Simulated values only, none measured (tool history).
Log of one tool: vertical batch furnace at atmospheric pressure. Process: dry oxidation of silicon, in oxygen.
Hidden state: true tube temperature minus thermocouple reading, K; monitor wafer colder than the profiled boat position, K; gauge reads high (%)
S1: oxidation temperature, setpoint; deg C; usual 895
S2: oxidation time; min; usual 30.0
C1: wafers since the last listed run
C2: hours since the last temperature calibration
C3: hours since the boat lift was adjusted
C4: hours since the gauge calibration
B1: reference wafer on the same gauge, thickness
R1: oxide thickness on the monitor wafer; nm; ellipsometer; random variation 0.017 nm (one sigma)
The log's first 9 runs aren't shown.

run   hour   S1    S2   C1      C2      C3     C4   B1     R1
 10  128.9  895  20.5  118  3642.9  4089.7  454.0  9.9   9.04
 11  142.8  895  38.0  217  3656.8  4103.6  467.9  9.9  13.85
 12  151.7  895  38.0  139  3665.7  4112.5  476.8  9.9  13.83
 13  160.0  895  38.0  129  3674.0  4120.8  485.1  9.9  13.88
 14  167.8  895  18.5  122  3681.8  4128.6  492.9  9.9   8.42
 15  176.1  895  30.0  129  3690.1  4136.9  501.2  9.9  11.83
 16  185.7  895  30.0  150  3699.7  4146.5  510.8  9.9  11.82
 17  202.2  895  30.0  258  3716.2  4163.0  527.3  9.9  11.79
 18  209.5  889  30.0  114  3723.5  4170.3  534.6  9.9  11.05
     216.4  -- gauge calibrated
 19  225.8  889  30.0  255  3739.8  4186.6    9.4  9.9  11.06
 20  240.4  917  18.5  228  3754.4  4201.2   24.0  9.9  10.67
 21  252.9  885  18.5  195  3766.9  4213.7   36.5  9.9   7.54
 22  259.1  918  15.5   97  3773.1  4219.9   42.7  9.9   9.52
 23  279.0  916  20.5  311  3793.0  4239.8   62.6  9.9  11.36
     314.9  -- thermocouples replaced and temperature profile calibrated
     335.8  -- boat lift adjusted
 24  336.3  919  30.0  194    21.4     0.5  119.9  9.9  14.46
 25  340.3  879  44.0   62    25.4     4.5  123.9  9.9  12.24
 26  344.2  871  30.0   61    29.3     8.4  127.8  9.9   8.56
 27  348.2  895  30.0   62    33.3    12.4  131.8  9.9  11.23
 28  352.2  887  24.5   62    37.3    16.4  135.8  9.9   8.95

The next listed run, before its measurement:
 29  365.4  895  30.0  206  50.5  29.6  149.0   ?   ?

{"run 29": {"B1": 9.9, "R1": 11.24}}
Without the tool's hidden state the same run would have given R1 11.18 nm.
